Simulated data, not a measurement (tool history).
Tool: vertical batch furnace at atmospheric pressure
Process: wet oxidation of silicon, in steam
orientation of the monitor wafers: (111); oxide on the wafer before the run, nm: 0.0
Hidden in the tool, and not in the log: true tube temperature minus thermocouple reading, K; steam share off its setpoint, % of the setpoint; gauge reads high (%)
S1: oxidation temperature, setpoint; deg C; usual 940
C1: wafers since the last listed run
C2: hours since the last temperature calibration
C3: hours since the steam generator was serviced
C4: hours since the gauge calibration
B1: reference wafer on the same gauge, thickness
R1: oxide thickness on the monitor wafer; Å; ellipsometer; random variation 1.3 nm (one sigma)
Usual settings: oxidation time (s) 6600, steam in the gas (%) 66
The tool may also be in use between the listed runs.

run 1 day=0 | S1=940 oxidation_time_(s)=6600 steam_in_the_gas_(%)=66 | C1=0 C2=1940.1 C3=2374.3 C4=1175.7 | B1=302.12 | R1=3155.5
run 2 day=1.583 | S1=940 oxidation_time_(s)=6600 steam_in_the_gas_(%)=66 | C1=332 C2=1978.1 C3=2412.3 C4=1213.7 | B1=301.98 | R1=3197.3
run 3 day=3.321 | S1=930 oxidation_time_(s)=6600 steam_in_the_gas_(%)=66 | C1=365 C2=2019.8 C3=2454 C4=1255.4 | B1=301.77 | R1=2944.7
run 4 day=5.3 | S1=930 oxidation_time_(s)=6600 steam_in_the_gas_(%)=66 | C1=415 C2=2067.3 C3=2501.5 C4=1302.9 | B1=302.28 | R1=2962.8
run 5 day=6.779 | S1=930 oxidation_time_(s)=6600 steam_in_the_gas_(%)=66 | C1=310 C2=2102.8 C3=2537 C4=1338.4 | B1=301.99 | R1=2942.2
run 6 day=8.792 | S1=933 oxidation_time_(s)=6600 steam_in_the_gas_(%)=66 | C1=422 C2=2151.1 C3=2585.3 C4=1386.7 | B1=301.94 | R1=3011.2
run 7 day=11.608 | S1=940 oxidation_time_(s)=6600 steam_in_the_gas_(%)=66 | C1=591 C2=2218.7 C3=2652.9 C4=1454.3 | B1=301.78 | R1=3187.3
run 8 day=13.321 | S1=940 oxidation_time_(s)=6600 steam_in_the_gas_(%)=66 | C1=359 C2=2259.8 C3=2694 C4=1495.4 | B1=302.27 | R1=3180.2
run 9 day=16.05 | S1=940 oxidation_time_(s)=6600 steam_in_the_gas_(%)=66 | C1=573 C2=2325.3 C3=2759.5 C4=1560.9 | B1=301.81 | R1=3176.5
run 10 day=19.042 | S1=940 oxidation_time_(s)=5310 steam_in_the_gas_(%)=66 | C1=628 C2=2397.1 C3=2831.3 C4=1632.7 | B1=301.91 | R1=2709.6
run 11 day=27.638 | S1=940 oxidation_time_(s)=5310 steam_in_the_gas_(%)=66 | C1=1805 C2=2603.4 C3=3037.6 C4=1839 | B1=301.86 | R1=2704.1
-- day=30.279 steam generator serviced
run 12 day=30.583 | S1=940 oxidation_time_(s)=6600 steam_in_the_gas_(%)=66 | C1=408 C2=2674.1 C3=7.3 C4=1909.7 | B1=302.11 | R1=3081.1
run 13 day=32.879 | S1=940 oxidation_time_(s)=6600 steam_in_the_gas_(%)=66 | C1=482 C2=2729.2 C3=62.4 C4=1964.8 | B1=301.42 | R1=3077.7
run 14 day=34.325 | S1=940 oxidation_time_(s)=6600 steam_in_the_gas_(%)=66 | C1=303 C2=2763.9 C3=97.1 C4=1999.5 | B1=302.18 | R1=3040.7
run 15 day=35.675 | S1=940 oxidation_time_(s)=6600 steam_in_the_gas_(%)=66 | C1=283 C2=2796.3 C3=129.5 C4=2031.9 | B1=302.04 | R1=3080.1
run 16 day=37.754 | S1=940 oxidation_time_(s)=6600 steam_in_the_gas_(%)=66 | C1=436 C2=2846.2 C3=179.4 C4=2081.8 | B1=301.72 | R1=3054.6
-- day=41.046 steam generator serviced, repeated, since the last time left the tool worse
run 17 day=41.067 | S1=940 oxidation_time_(s)=6600 steam_in_the_gas_(%)=66 | C1=485 C2=2925.7 C3=0.5 C4=2161.3 | B1=301.91 | R1=3272.1
run 18 day=42.55 | S1=940 oxidation_time_(s)=6600 steam_in_the_gas_(%)=66 | C1=311 C2=2961.3 C3=36.1 C4=2196.9 | B1=301.84 | R1=3288.9
-- day=42.971 gauge calibrated
run 19 day=44.554 | S1=933 oxidation_time_(s)=4350 steam_in_the_gas_(%)=71 | C1=421 C2=3009.4 C3=84.2 C4=38 | B1=301.72 | R1=2421.3
run 20 day=46.796 | S1=948 oxidation_time_(s)=8280 steam_in_the_gas_(%)=66 | C1=470 C2=3063.2 C3=138 C4=91.8 | B1=301.97 | R1=4006.1
run 21 day=48.738 | S1=940 oxidation_time_(s)=6600 steam_in_the_gas_(%)=66 | C1=407 C2=3109.8 C3=184.6 C4=138.4 | B1=301.93 | R1=3251.9
run 22 day=50.321 | S1=926 oxidation_time_(s)=7530 steam_in_the_gas_(%)=66 | C1=332 C2=3147.8 C3=222.6 C4=176.4 | B1=302.19 | R1=3217.9
run 23 day=52.592 | S1=940 oxidation_time_(s)=4980 steam_in_the_gas_(%)=55 | C1=477 C2=3202.3 C3=277.1 C4=230.9 | B1=301.92 | R1=2320.8
run 24 day=55.233 | S1=930 oxidation_time_(s)=7560 steam_in_the_gas_(%)=76 | C1=554 C2=3265.7 C3=340.5 C4=294.3 | B1=301.83 | R1=3650.4
-- day=57.429 thermocouples replaced and temperature profile calibrated
run 25 day=57.45 | S1=917 oxidation_time_(s)=6600 steam_in_the_gas_(%)=66 | C1=255 C2=0.5 C3=393.7 C4=347.5 | B1=301.88 | R1=2688
run 26 day=59.725 | S1=946 oxidation_time_(s)=6600 steam_in_the_gas_(%)=76 | C1=477 C2=55.1 C3=448.3 C4=402.1 | B1=302.38 | R1=3713.1
run 27 day=62.1 | S1=952 oxidation_time_(s)=8340 steam_in_the_gas_(%)=71 | C1=498 C2=112.1 C3=505.3 C4=459.1 | B1=302.36 | R1=4325.5
run 28 day=63.862 | S1=919 oxidation_time_(s)=6600 steam_in_the_gas_(%)=66 | C1=370 C2=154.4 C3=547.6 C4=501.4 | B1=301.69 | R1=2723.9
run 29 day=65.104 | S1=948 oxidation_time_(s)=8280 steam_in_the_gas_(%)=66 | C1=260 C2=184.2 C3=577.4 C4=531.2 | B1=301.84 | R1=3969.5
run 30 day=73.196 | S1=940 oxidation_time_(s)=6600 steam_in_the_gas_(%)=66 | C1=1699 C2=378.4 C3=771.6 C4=725.4 | B1=301.68 | R1=3194
run 31 day=74.375 | S1=956 oxidation_time_(s)=6600 steam_in_the_gas_(%)=66 | C1=247 C2=406.7 C3=799.9 C4=753.7 | B1=302.21 | R1=3606.2
run 32 day=76.85 | S1=948 oxidation_time_(s)=9150 steam_in_the_gas_(%)=78 | C1=519 C2=466.1 C3=859.3 C4=813.1 | B1=302.41 | R1=4711.9
run 33 day=78.238 | S1=940 oxidation_time_(s)=8610 steam_in_the_gas_(%)=76 | C1=291 C2=499.4 C3=892.6 C4=846.4 | B1=301.81 | R1=4209.4

Some steps in R1 between neighbouring runs. How much of each would the tool show without its hidden state too (settings, what came in, random variation), and how much is left for the hidden state, with any gauge scatter that isn't in both results?
Run 11 -> 12: oxidation time (s) 5310 -> 6600, steam generator serviced. R1 +377 Å: hidden state -106.1, all else +483.1.
Run 16 -> 17: steam generator serviced, repeated, since the last time left the tool worse. R1 +217.5 Å: hidden state +221.2, all else -3.7.
Run 19 -> 20: S1 933 -> 948, oxidation time (s) 4350 -> 8280, steam in the gas (%) 71 -> 66. R1 +1584.8 Å: hidden state -17.5, all else +1602.3.
Run 23 -> 24: S1 940 -> 930, oxidation time (s) 4980 -> 7560, steam in the gas (%) 55 -> 76. R1 +1329.6 Å: hidden state -24, all else +1353.6.
Run 27 -> 28: S1 952 -> 919, oxidation time (s) 8340 -> 6600, steam in the gas (%) 71 -> 66. R1 -1601.6 Å: hidden state +21.3, all else -1622.9.
Run 31 -> 32: S1 956 -> 948, oxidation time (s) 6600 -> 9150, steam in the gas (%) 66 -> 78. R1 +1105.7 Å: hidden state -29.6, all else +1135.3.
